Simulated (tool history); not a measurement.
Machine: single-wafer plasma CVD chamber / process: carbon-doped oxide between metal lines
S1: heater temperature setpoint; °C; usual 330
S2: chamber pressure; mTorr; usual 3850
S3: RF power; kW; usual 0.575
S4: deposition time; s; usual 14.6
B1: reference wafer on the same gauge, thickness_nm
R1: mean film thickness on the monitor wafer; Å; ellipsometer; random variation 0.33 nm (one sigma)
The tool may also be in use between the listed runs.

run	hour	S1	S2	S3	S4	B1	R1
1	0	330	3850	0.575	14.6	81.76	899.77
2	64.1	330	3440	0.575	14.6	81.851	892.03
3	133.1	330	3440	0.575	14.6	81.865	899.34
4	181.7	330	3850	0.575	14.6	81.767	907.43
5	251.4	330	3850	0.575	14.6	81.904	909.55
6	284.3	330	3850	0.575	14.6	81.815	902.33
7	355.4	330	3850	0.505	14.6	81.905	835
8	414.2	330	3850	0.505	14.6	81.918	844.82
9	458.7	330	3850	0.575	14.6	81.919	903.81
10	484.2	330	3850	0.575	14.6	81.869	905.4
11	522.8	340	3230	0.575	14.6	81.962	858.1
12	581.3	340	3230	0.575	14.6	81.911	860.25
# hour 602.7: gauge calibrated
13	626.2	330	3850	0.575	14.6	81.908	905.08
14	674.3	341	4520	0.5	16.3	81.924	908.03
15	819.6	342	4250	0.495	17	81.81	931.48
# hour 862.3: thermocouple changed; heater temperature recalibrated
16	887.9	338	3270	0.575	14.6	81.952	849.36
17	925.4	344	4170	0.61	14.6	81.872	885.7
# hour 964.8: capacitance manometer re-zeroed and calibrated
# hour 989.1: showerhead replaced, of another model than before
18	989.6	330	3850	0.575	14.6	81.891	890.14

Expected results for the next run?
19	1011.4	330	3440	0.575	14.6	?	?

Run 19 came out at B1 81.904, R1 877.15 Å.
With no hidden state in the tool, this same run would have given R1 877.82 Å.
